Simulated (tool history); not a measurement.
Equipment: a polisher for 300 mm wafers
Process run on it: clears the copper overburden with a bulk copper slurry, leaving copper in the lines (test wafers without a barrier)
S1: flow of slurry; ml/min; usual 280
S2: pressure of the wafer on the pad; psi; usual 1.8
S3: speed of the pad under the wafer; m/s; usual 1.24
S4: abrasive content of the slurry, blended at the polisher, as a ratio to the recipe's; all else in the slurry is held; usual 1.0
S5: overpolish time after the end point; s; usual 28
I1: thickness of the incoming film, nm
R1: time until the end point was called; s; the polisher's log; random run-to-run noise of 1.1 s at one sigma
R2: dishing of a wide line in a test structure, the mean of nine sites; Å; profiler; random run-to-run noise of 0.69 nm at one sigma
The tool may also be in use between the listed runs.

run,hour,S1,S2,S3,S4,S5,I1,R1,R2
1,0.0,280,1.8,1.24,1.0,32,657.9,102.5,637
2,17.9,280,1.8,1.24,1.0,32,649.2,100.8,629
3,41.5,280,1.8,1.24,1.0,32,653.6,103.0,625
4,59.7,280,2.0,1.24,1.0,28,654.3,95.5,628
# hour 85.5: slurry nozzle cleaned
5,86.0,280,2.0,1.24,1.0,28,646.2,96.2,622
# hour 93.8: worn pad replaced by a new one
6,121.6,280,1.4,1.24,1.0,23,657.2,120.9,507
7,140.3,280,1.4,1.24,1.0,23,654.1,121.3,503
8,165.0,280,1.8,1.24,1.0,28,643.6,102.0,606
9,182.7,280,1.8,1.24,1.0,28,655.8,104.9,604
# hour 204.8: slurry blender recalibrated
# hour 211.0: worn pad replaced by a new one
10,215.7,280,1.8,1.24,1.0,17,655.9,110.7,473
11,245.2,280,1.8,1.24,1.0,17,643.9,112.6,454
12,278.2,280,1.8,1.24,1.0,28,664.4,114.2,573
13,306.8,280,1.8,1.24,1.0,32,653.7,113.2,599
# hour 317.4: slurry blender recalibrated, repeated, since the last time left the tool worse
# hour 319.7: worn pad replaced by a new one
14,320.3,365,1.8,1.56,1.0,11,654.7,80.0,438
15,333.6,280,1.8,1.24,1.0,28,647.6,99.3,606
16,359.2,280,1.3,1.40,1.0,28,659.4,111.9,563
# hour 367.8: slurry nozzle cleaned
17,372.1,280,2.3,1.24,0.8,28,668.6,96.0,654
18,392.3,280,1.4,1.68,1.0,28,642.8,85.1,602
# hour 400.6: head pressure recalibrated
19,407.8,220,1.8,1.24,1.0,28,658.7,106.6,593
20,443.0,280,1.8,1.24,1.0,15,665.8,106.0,447
# hour 455.0: worn pad replaced by a new one
21,465.2,280,1.8,1.24,1.0,28,658.7,106.1,599
22,481.6,280,1.8,1.58,1.0,28,653.8,83.5,631

What does the tool deliver on the next run?
# hour 546.9: slurry blender recalibrated
# hour 580.6: worn pad replaced by a new one
23,581.1,280,1.8,1.24,1.0,43,656.2,?,?

{"run 23": {"R1": 102.2, "R2": 663}}
With the hidden condition absent and the run-to-run variation left alone, this run would have shown R1 101.2 s, R2 664 Å.

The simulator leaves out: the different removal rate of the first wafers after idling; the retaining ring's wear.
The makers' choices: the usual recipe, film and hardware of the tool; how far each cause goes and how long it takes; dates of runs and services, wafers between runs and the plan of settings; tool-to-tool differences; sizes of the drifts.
